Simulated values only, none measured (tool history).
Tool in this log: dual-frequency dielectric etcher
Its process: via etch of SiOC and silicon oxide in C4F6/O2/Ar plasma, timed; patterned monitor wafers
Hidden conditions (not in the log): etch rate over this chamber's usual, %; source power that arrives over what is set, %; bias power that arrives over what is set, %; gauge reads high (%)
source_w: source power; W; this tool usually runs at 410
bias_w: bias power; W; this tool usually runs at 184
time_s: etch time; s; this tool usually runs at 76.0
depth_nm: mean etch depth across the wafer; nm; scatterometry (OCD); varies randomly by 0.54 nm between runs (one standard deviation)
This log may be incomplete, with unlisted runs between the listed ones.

run,day,source_w,bias_w,time_s,wafers since the last listed run,hours since the last wet clean,hours since the last source power generator calibration,hours since the last bias power generator calibration,hours since the last upper electrode change,hours since the gauge calibration,"read-back reference wafer on the same gauge, depth_nm",depth_nm
1,0.000,410,184,76.0,0,387.0,4458.5,3230.7,2422.7,334.9,102.9,85.9
2,0.583,410,184,76.0,130,401.0,4472.5,3244.7,2436.7,348.9,102.9,83.8
3,0.875,410,184,76.0,65,408.0,4479.5,3251.7,2443.7,355.9,102.9,84.0
4,1.388,410,184,76.0,114,420.3,4491.8,3264.0,2456.0,368.2,102.9,84.6
5,2.121,410,184,65.5,164,437.9,4509.4,3281.6,2473.6,385.8,102.8,72.8
6,2.762,410,184,65.5,143,453.3,4524.8,3297.0,2489.0,401.2,103.0,71.8
7,3.492,410,184,65.5,163,470.8,4542.3,3314.5,2506.5,418.7,102.8,72.6
# day 4.671: upper electrode replaced
# day 4.896: wet clean of the chamber
8,4.917,410,184,76.0,44,0.5,4576.5,3348.7,5.9,452.9,102.6,87.9
9,4.929,410,184,76.0,2,0.8,4576.8,3349.0,6.2,453.2,103.0,87.4
10,5.125,380,184,76.0,43,5.5,4581.5,3353.7,10.9,457.9,103.0,84.8
11,5.871,380,184,76.0,167,23.4,4599.4,3371.6,28.8,475.8,103.0,85.3
12,6.496,410,184,76.0,140,38.4,4614.4,3386.6,43.8,490.8,102.8,87.5
13,7.204,410,211,65.5,158,55.4,4631.4,3403.6,60.8,507.8,103.0,79.0
14,7.708,410,184,76.0,113,67.5,4643.5,3415.7,72.9,519.9,103.1,87.0
# day 7.975: bias power generator calibrated
15,8.404,410,184,76.0,118,84.2,4660.2,10.3,89.6,536.6,102.9,86.8
16,8.792,410,184,76.0,86,93.5,4669.5,19.6,98.9,545.9,102.9,86.0
# day 9.092: gauge calibrated
17,9.321,410,184,94.0,118,106.2,4682.2,32.3,111.6,5.5,103.0,107.3
18,9.704,480,184,76.0,85,115.4,4691.4,41.5,120.8,14.7,102.7,92.3
19,10.325,410,147,63.5,139,130.3,4706.3,56.4,135.7,29.6,103.1,68.6
20,10.733,410,184,76.0,91,140.1,4716.1,66.2,145.5,39.4,102.7,87.0
21,11.058,310,184,55.0,72,147.9,4723.9,74.0,153.3,47.2,102.7,55.7
22,11.508,410,220,56.0,100,158.7,4734.7,84.8,164.1,58.0,102.8,67.2
# day 12.058: source power generator calibrated
23,13.492,410,184,76.0,407,206.3,34.4,132.4,211.7,105.6,102.8,85.0
24,14.117,410,184,76.0,140,221.3,49.4,147.4,226.7,120.6,102.6,86.5
25,14.679,480,184,76.0,126,234.8,62.9,160.9,240.2,134.1,102.9,92.1
26,15.112,320,210,87.0,97,245.2,73.3,171.3,250.6,144.5,102.8,91.1
27,15.842,460,148,59.5,163,262.7,90.8,188.8,268.1,162.0,102.9,65.7
28,16.304,490,214,67.0,103,273.8,101.9,199.9,279.2,173.1,102.7,85.2
29,16.712,330,184,57.0,91,283.6,111.7,209.7,289.0,182.9,102.7,58.2
30,17.262,320,159,76.0,123,296.8,124.9,222.9,302.2,196.1,103.1,73.6

Branching from run 30: 4 alternative next runs. What would each branch give?
A,17.279,410,184,76.0,3,297.2,125.3,223.3,302.6,196.5,?,?
B,17.279,370,229,98.5,3,297.2,125.3,223.3,302.6,196.5,?,?
C,17.279,440,184,76.0,3,297.2,125.3,223.3,302.6,196.5,?,?
D,17.279,330,167,76.0,3,297.2,125.3,223.3,302.6,196.5,?,?

run,"read-back reference wafer on the same gauge, depth_nm",depth_nm
A,103.1,85.6
B,103.1,113.6
C,103.1,88.2
D,103.1,75.8
With the hidden condition removed and each run's random variation left untouched, the same runs would have given:
run,depth_nm
A,88.5
B,117.5
C,91.1
D,78.3

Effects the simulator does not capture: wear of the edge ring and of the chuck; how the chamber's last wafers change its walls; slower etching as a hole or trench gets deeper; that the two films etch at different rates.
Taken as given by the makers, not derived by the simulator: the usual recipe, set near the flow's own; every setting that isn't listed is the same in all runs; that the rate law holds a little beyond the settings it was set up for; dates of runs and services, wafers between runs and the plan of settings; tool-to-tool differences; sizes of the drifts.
